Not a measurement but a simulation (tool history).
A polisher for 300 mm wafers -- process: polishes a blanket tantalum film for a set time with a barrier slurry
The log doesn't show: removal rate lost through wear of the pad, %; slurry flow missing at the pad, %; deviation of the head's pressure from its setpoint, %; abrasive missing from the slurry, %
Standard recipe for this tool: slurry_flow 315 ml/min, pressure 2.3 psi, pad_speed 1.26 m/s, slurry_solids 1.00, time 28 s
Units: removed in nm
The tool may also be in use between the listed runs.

run	day	slurry_flow	pressure	pad_speed	slurry_solids	time	wafers since the last listed run	wafers polished on this pad	hours since the slurry nozzle was cleaned	hours since the head pressure was calibrated	hours since the slurry blender was calibrated	incoming thickness of the incoming film, nm	removed
1	0.000	315	2.3	1.26	1.00	28	0	992	276.4	269.8	130.4	189.0	64.3
# day 0.038: worn pad replaced by a new one
2	0.696	315	2.3	1.26	1.00	28	180	180	293.1	286.5	147.1	188.9	66.2
3	1.425	315	2.3	1.26	1.00	28	198	379	310.6	304.0	164.6	191.8	65.3
4	1.712	315	2.3	1.26	1.00	28	78	457	317.5	310.9	171.5	190.4	65.6
5	2.146	315	2.3	1.26	1.00	28	118	575	327.9	321.3	181.9	191.1	64.7
6	2.700	315	2.3	1.26	1.00	28	151	726	341.2	334.6	195.2	191.0	65.5
7	3.400	315	2.3	1.26	1.20	28	190	917	358.0	351.4	212.0	192.7	68.6
# day 3.925: worn pad replaced by a new one
# day 3.925: slurry blender recalibrated
8	4.017	315	2.3	1.26	1.20	28	144	24	372.8	366.2	2.2	187.9	71.4
# day 4.229: slurry nozzle cleaned
9	4.304	315	1.7	1.26	1.00	28	67	91	1.8	373.1	9.1	187.0	53.3
10	4.742	315	1.7	1.26	1.00	28	119	211	12.3	383.6	19.6	188.4	52.5
11	5.167	315	1.7	1.26	1.00	28	115	327	22.5	393.8	29.8	192.0	52.3
12	5.838	315	2.3	1.26	1.00	28	183	510	38.6	409.9	45.9	192.7	65.1
# day 6.004: head pressure recalibrated
13	6.479	315	2.3	0.84	1.15	19	152	662	54.0	11.4	61.3	188.2	33.4

The next listed run, before its measurement:
14	6.971	370	2.3	1.26	1.00	28	134	796	65.8	23.2	73.1	193.7	?

Run 14 gave removed 65.5 nm.
Minus the tool's unlogged condition, the same run would have read removed 71.6 nm.

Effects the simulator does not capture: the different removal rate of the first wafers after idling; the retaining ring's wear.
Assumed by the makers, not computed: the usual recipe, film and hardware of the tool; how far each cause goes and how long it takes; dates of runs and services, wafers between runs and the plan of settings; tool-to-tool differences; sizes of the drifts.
